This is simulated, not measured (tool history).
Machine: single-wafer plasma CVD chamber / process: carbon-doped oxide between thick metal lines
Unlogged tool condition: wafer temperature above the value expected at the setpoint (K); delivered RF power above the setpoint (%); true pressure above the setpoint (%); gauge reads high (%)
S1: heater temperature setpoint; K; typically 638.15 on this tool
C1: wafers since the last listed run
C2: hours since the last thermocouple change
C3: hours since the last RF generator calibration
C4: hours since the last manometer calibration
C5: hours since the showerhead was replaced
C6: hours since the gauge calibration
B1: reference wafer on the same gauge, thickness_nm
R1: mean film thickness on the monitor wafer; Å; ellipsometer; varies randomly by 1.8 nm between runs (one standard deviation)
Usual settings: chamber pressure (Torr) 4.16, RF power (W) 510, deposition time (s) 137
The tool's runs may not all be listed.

{"run": 1, "day": 0.0, "S1": 634.15, "chamber pressure (Torr)": 4.16, "RF power (W)": 510, "deposition time (s)": 137, "C1": 0, "C2": 2694.0, "C3": 656.5, "C4": 1510.5, "C5": 3885.0, "C6": 198.0, "B1": 713.025, "R1": 7262.55}
{"run": 2, "day": 1.475, "S1": 634.15, "chamber pressure (Torr)": 4.16, "RF power (W)": 510, "deposition time (s)": 137, "C1": 520, "C2": 2729.4, "C3": 691.9, "C4": 1545.9, "C5": 3920.4, "C6": 233.4, "B1": 713.135, "R1": 7241.44}
{"run": 3, "day": 2.738, "S1": 634.15, "chamber pressure (Torr)": 4.16, "RF power (W)": 510, "deposition time (s)": 137, "C1": 445, "C2": 2759.7, "C3": 722.2, "C4": 1576.2, "C5": 3950.7, "C6": 263.7, "B1": 712.844, "R1": 7206.77}
{"run": 4, "day": 4.738, "S1": 638.15, "chamber pressure (Torr)": 4.42, "RF power (W)": 510, "deposition time (s)": 137, "C1": 705, "C2": 2807.7, "C3": 770.2, "C4": 1624.2, "C5": 3998.7, "C6": 311.7, "B1": 713.291, "R1": 7220.25}
{"run": 5, "day": 8.812, "S1": 638.15, "chamber pressure (Torr)": 4.42, "RF power (W)": 510, "deposition time (s)": 137, "C1": 1437, "C2": 2905.5, "C3": 868.0, "C4": 1722.0, "C5": 4096.5, "C6": 409.5, "B1": 712.188, "R1": 7224.85}
{"run": 6, "day": 10.096, "S1": 638.15, "chamber pressure (Torr)": 4.42, "RF power (W)": 510, "deposition time (s)": 137, "C1": 452, "C2": 2936.3, "C3": 898.8, "C4": 1752.8, "C5": 4127.3, "C6": 440.3, "B1": 713.325, "R1": 7234.55}
{"run": 7, "day": 11.054, "S1": 638.15, "chamber pressure (Torr)": 4.16, "RF power (W)": 510, "deposition time (s)": 137, "C1": 338, "C2": 2959.3, "C3": 921.8, "C4": 1775.8, "C5": 4150.3, "C6": 463.3, "B1": 713.119, "R1": 7145.53}
{"day": 11.946, "done": "capacitance manometer re-zeroed and calibrated"}
{"run": 8, "day": 11.967, "S1": 638.15, "chamber pressure (Torr)": 4.16, "RF power (W)": 510, "deposition time (s)": 137, "C1": 204, "C2": 2981.2, "C3": 943.7, "C4": 0.5, "C5": 4172.2, "C6": 485.2, "B1": 713.149, "R1": 7136.86}
{"run": 9, "day": 12.429, "S1": 638.15, "chamber pressure (Torr)": 4.16, "RF power (W)": 510, "deposition time (s)": 148, "C1": 163, "C2": 2992.3, "C3": 954.8, "C4": 11.6, "C5": 4183.3, "C6": 496.3, "B1": 712.934, "R1": 7728.04}
{"run": 10, "day": 13.438, "S1": 638.15, "chamber pressure (Torr)": 3.45, "RF power (W)": 510, "deposition time (s)": 123, "C1": 355, "C2": 3016.5, "C3": 979.0, "C4": 35.8, "C5": 4207.5, "C6": 520.5, "B1": 712.719, "R1": 6203.41}
{"run": 11, "day": 13.938, "S1": 643.15, "chamber pressure (Torr)": 3.35, "RF power (W)": 485, "deposition time (s)": 137, "C1": 176, "C2": 3028.5, "C3": 991.0, "C4": 47.8, "C5": 4219.5, "C6": 532.5, "B1": 712.883, "R1": 6616.79}
{"day": 14.5, "done": "showerhead replaced"}
{"run": 12, "day": 14.946, "S1": 638.15, "chamber pressure (Torr)": 3.82, "RF power (W)": 510, "deposition time (s)": 114, "C1": 238, "C2": 3052.7, "C3": 1015.2, "C4": 72.0, "C5": 10.7, "C6": 556.7, "B1": 713.019, "R1": 5878.02}
{"day": 15.954, "done": "thermocouple changed; heater temperature recalibrated"}
{"run": 13, "day": 15.975, "S1": 624.15, "chamber pressure (Torr)": 5.17, "RF power (W)": 550, "deposition time (s)": 148, "C1": 245, "C2": 0.5, "C3": 1039.9, "C4": 96.7, "C5": 35.4, "C6": 581.4, "B1": 712.825, "R1": 8677.35}
{"day": 17.196, "done": "RF generator calibrated"}
{"run": 14, "day": 17.217, "S1": 646.15, "chamber pressure (Torr)": 4.77, "RF power (W)": 560, "deposition time (s)": 117, "C1": 320, "C2": 30.3, "C3": 0.5, "C4": 126.5, "C5": 65.2, "C6": 611.2, "B1": 713.31, "R1": 6588.48}
{"run": 15, "day": 17.817, "S1": 638.15, "chamber pressure (Torr)": 4.16, "RF power (W)": 460, "deposition time (s)": 137, "C1": 211, "C2": 44.7, "C3": 14.9, "C4": 140.9, "C5": 79.6, "C6": 625.6, "B1": 712.717, "R1": 6782.55}
{"run": 16, "day": 19.012, "S1": 652.15, "chamber pressure (Torr)": 3.28, "RF power (W)": 470, "deposition time (s)": 112, "C1": 421, "C2": 73.4, "C3": 43.6, "C4": 169.6, "C5": 108.3, "C6": 654.3, "B1": 713.464, "R1": 5278.82}
{"run": 17, "day": 19.554, "S1": 629.15, "chamber pressure (Torr)": 4.53, "RF power (W)": 510, "deposition time (s)": 137, "C1": 191, "C2": 86.4, "C3": 56.6, "C4": 182.6, "C5": 121.3, "C6": 667.3, "B1": 712.509, "R1": 7473.32}
{"day": 20.192, "done": "gauge calibrated"}
{"run": 18, "day": 20.546, "S1": 638.15, "chamber pressure (Torr)": 4.16, "RF power (W)": 445, "deposition time (s)": 159, "C1": 349, "C2": 110.2, "C3": 80.4, "C4": 206.4, "C5": 145.1, "C6": 8.5, "B1": 712.544, "R1": 7674.94}
{"run": 19, "day": 21.246, "S1": 646.15, "chamber pressure (Torr)": 4.16, "RF power (W)": 510, "deposition time (s)": 137, "C1": 246, "C2": 127.0, "C3": 97.2, "C4": 223.2, "C5": 161.9, "C6": 25.3, "B1": 712.751, "R1": 7121.61}
{"run": 20, "day": 22.704, "S1": 638.15, "chamber pressure (Torr)": 4.16, "RF power (W)": 510, "deposition time (s)": 137, "C1": 514, "C2": 162.0, "C3": 132.2, "C4": 258.2, "C5": 196.9, "C6": 60.3, "B1": 712.317, "R1": 7210.0}
{"run": 21, "day": 23.438, "S1": 650.15, "chamber pressure (Torr)": 5.16, "RF power (W)": 605, "deposition time (s)": 137, "C1": 258, "C2": 179.6, "C3": 149.8, "C4": 275.8, "C5": 214.5, "C6": 77.9, "B1": 712.202, "R1": 8138.77}
{"run": 22, "day": 23.954, "S1": 638.15, "chamber pressure (Torr)": 3.63, "RF power (W)": 510, "deposition time (s)": 137, "C1": 182, "C2": 192.0, "C3": 162.2, "C4": 288.2, "C5": 226.9, "C6": 90.3, "B1": 713.231, "R1": 7057.2}
{"run": 23, "day": 25.379, "S1": 638.15, "chamber pressure (Torr)": 3.43, "RF power (W)": 510, "deposition time (s)": 137, "C1": 502, "C2": 226.2, "C3": 196.4, "C4": 322.4, "C5": 261.1, "C6": 124.5, "B1": 712.648, "R1": 6994.02}
{"run": 24, "day": 26.721, "S1": 651.15, "chamber pressure (Torr)": 4.16, "RF power (W)": 510, "deposition time (s)": 137, "C1": 473, "C2": 258.4, "C3": 228.6, "C4": 354.6, "C5": 293.3, "C6": 156.7, "B1": 713.065, "R1": 7030.22}
{"run": 25, "day": 27.812, "S1": 646.15, "chamber pressure (Torr)": 4.77, "RF power (W)": 560, "deposition time (s)": 117, "C1": 385, "C2": 284.6, "C3": 254.8, "C4": 380.8, "C5": 319.5, "C6": 182.9, "B1": 713.029, "R1": 6571.93}
{"run": 26, "day": 28.442, "S1": 624.15, "chamber pressure (Torr)": 4.16, "RF power (W)": 455, "deposition time (s)": 110, "C1": 221, "C2": 299.7, "C3": 269.9, "C4": 395.9, "C5": 334.6, "C6": 198.0, "B1": 713.648, "R1": 5549.33}
{"run": 27, "day": 29.867, "S1": 638.15, "chamber pressure (Torr)": 3.45, "RF power (W)": 510, "deposition time (s)": 137, "C1": 502, "C2": 333.9, "C3": 304.1, "C4": 430.1, "C5": 368.8, "C6": 232.2, "B1": 714.009, "R1": 7003.91}
{"run": 28, "day": 31.042, "S1": 638.15, "chamber pressure (Torr)": 4.48, "RF power (W)": 510, "deposition time (s)": 137, "C1": 414, "C2": 362.1, "C3": 332.3, "C4": 458.3, "C5": 397.0, "C6": 260.4, "B1": 713.539, "R1": 7284.05}
{"run": 29, "day": 31.646, "S1": 638.15, "chamber pressure (Torr)": 4.16, "RF power (W)": 510, "deposition time (s)": 137, "C1": 213, "C2": 376.6, "C3": 346.8, "C4": 472.8, "C5": 411.5, "C6": 274.9, "B1": 712.834, "R1": 7201.54}

What if the next run were any one of these 3? Each begins from the tool's condition after run 29:
{"run": "A", "day": 31.662, "S1": 630.15, "chamber pressure (Torr)": 4.16, "RF power (W)": 510, "deposition time (s)": 137, "C1": 5, "C2": 377.0, "C3": 347.2, "C4": 473.2, "C5": 411.9, "C6": 275.3, "B1": "?", "R1": "?"}
{"run": "B", "day": 31.662, "S1": 647.15, "chamber pressure (Torr)": 5.01, "RF power (W)": 425, "deposition time (s)": 121, "C1": 5, "C2": 377.0, "C3": 347.2, "C4": 473.2, "C5": 411.9, "C6": 275.3, "B1": "?", "R1": "?"}
{"run": "C", "day": 31.662, "S1": 638.15, "chamber pressure (Torr)": 4.16, "RF power (W)": 510, "deposition time (s)": 162, "C1": 5, "C2": 377.0, "C3": 347.2, "C4": 473.2, "C5": 411.9, "C6": 275.3, "B1": "?", "R1": "?"}

run=A B1=713.039 R1=7307.70
run=B B1=713.039 R1=5688.50
run=C B1=713.039 R1=8490.34
Had the tool no hidden state, the same runs would have come out as:
run=A R1=7359.28
run=B R1=5736.15
run=C R1=8550.26
